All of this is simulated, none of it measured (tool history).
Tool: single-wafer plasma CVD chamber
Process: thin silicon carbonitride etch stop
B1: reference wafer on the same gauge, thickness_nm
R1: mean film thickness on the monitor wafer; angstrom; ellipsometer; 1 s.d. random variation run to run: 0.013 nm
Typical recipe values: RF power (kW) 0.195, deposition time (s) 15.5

run 1 hour=0.0 | RF_power_(kW)=0.215 deposition_time_(s)=14.0 | B1=9.861 | R1=80.18
run 2 hour=34.7 | RF_power_(kW)=0.215 deposition_time_(s)=14.0 | B1=9.860 | R1=80.39
run 3 hour=43.5 | RF_power_(kW)=0.215 deposition_time_(s)=14.0 | B1=9.861 | R1=80.07
-- hour=54.9 showerhead replaced
run 4 hour=55.4 | RF_power_(kW)=0.195 deposition_time_(s)=13.2 | B1=9.861 | R1=72.82
-- hour=62.0 gauge calibrated
-- hour=72.5 thermocouple changed; heater temperature recalibrated
run 5 hour=73.0 | RF_power_(kW)=0.195 deposition_time_(s)=13.2 | B1=9.863 | R1=73.06
run 6 hour=76.0 | RF_power_(kW)=0.195 deposition_time_(s)=13.2 | B1=9.860 | R1=72.82
run 7 hour=88.6 | RF_power_(kW)=0.195 deposition_time_(s)=15.5 | B1=9.863 | R1=85.60
run 8 hour=99.3 | RF_power_(kW)=0.210 deposition_time_(s)=18.1 | B1=9.859 | R1=102.54
run 9 hour=108.2 | RF_power_(kW)=0.195 deposition_time_(s)=15.5 | B1=9.864 | R1=85.66
run 10 hour=121.9 | RF_power_(kW)=0.215 deposition_time_(s)=16.7 | B1=9.859 | R1=95.49
-- hour=133.5 RF generator calibrated
run 11 hour=136.8 | RF_power_(kW)=0.195 deposition_time_(s)=17.5 | B1=9.862 | R1=99.95
run 12 hour=150.3 | RF_power_(kW)=0.155 deposition_time_(s)=14.6 | B1=9.862 | R1=76.13
run 13 hour=166.5 | RF_power_(kW)=0.195 deposition_time_(s)=15.5 | B1=9.858 | R1=88.04
run 14 hour=178.2 | RF_power_(kW)=0.165 deposition_time_(s)=13.8 | B1=9.857 | R1=73.33

Consider 5 possible next runs. They are alternatives, not a sequence: every one starts from the tool as it was left by run 14. What does each give?
run A hour=178.6 | RF_power_(kW)=0.195 deposition_time_(s)=15.5 | B1=? | R1=?
run B hour=178.6 | RF_power_(kW)=0.205 deposition_time_(s)=13.9 | B1=? | R1=?
run C hour=178.6 | RF_power_(kW)=0.170 deposition_time_(s)=17.6 | B1=? | R1=?
run D hour=178.6 | RF_power_(kW)=0.175 deposition_time_(s)=18.1 | B1=? | R1=?
run E hour=178.6 | RF_power_(kW)=0.175 deposition_time_(s)=17.3 | B1=? | R1=?

run=A B1=9.862 R1=88.23
run=B B1=9.862 R1=80.61
run=C B1=9.862 R1=95.08
run=D B1=9.862 R1=98.89
run=E B1=9.862 R1=94.52
The same runs, with their run-to-run variation unchanged, on a tool lacking any hidden condition would have given:
run=A R1=88.73
run=B R1=81.06
run=C R1=95.62
run=D R1=99.44
run=E R1=95.05
